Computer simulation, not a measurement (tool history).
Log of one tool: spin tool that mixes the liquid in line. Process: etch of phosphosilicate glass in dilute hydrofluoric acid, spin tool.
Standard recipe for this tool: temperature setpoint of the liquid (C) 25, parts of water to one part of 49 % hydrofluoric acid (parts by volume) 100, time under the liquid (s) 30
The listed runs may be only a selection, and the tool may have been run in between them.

run	hour	temperature setpoint of the liquid (C)	parts of water to one part of 49 % hydrofluoric acid (parts by volume)	time under the liquid (s)	wafers since the last listed run	hours since the thermometer was replaced	hours since the hydrofluoric acid flow meter was replaced	hours since the gauge calibration	read-back film thickness of the phosphosilicate glass reference wafer, read on the same gauge (nm)	thickness taken off the phosphosilicate glass on a monitor wafer (Å)
1	0.0	25	75	30	0	1256.4	711.2	493.5	79.99	688.4
# hour 55.0: gauge calibrated
2	60.2	25	75	30	893	1316.6	771.4	5.2	80.02	682.6
3	129.2	25	125	30	1023	1385.6	840.4	74.2	80.00	395.3
4	186.2	25	125	30	845	1442.6	897.4	131.2	80.03	393.8
5	230.1	25	125	30	651	1486.5	941.3	175.1	79.99	396.1
6	294.4	25	100	30	954	1550.8	1005.6	239.4	80.02	507.2
7	356.1	25	100	30	915	1612.5	1067.3	301.1	80.04	512.0
8	421.1	25	100	30	964	1677.5	1132.3	366.1	80.04	505.9
# hour 445.3: thermometer replaced
9	449.3	25	100	30	403	4.0	1160.5	394.3	80.00	458.4

Run 10 comes next. What will it give?
# hour 454.9: hydrofluoric acid flow meter replaced
10	519.6	25	100	15	1028	74.3	64.7	464.6	?	?

Run 10 came out at read-back film thickness of the phosphosilicate glass reference wafer, read on the same gauge (nm) 80.02, thickness taken off the phosphosilicate glass on a monitor wafer (Å) 225.5.
Minus the tool's unlogged condition, the same run would have read thickness taken off the phosphosilicate glass on a monitor wafer (Å) 222.4.
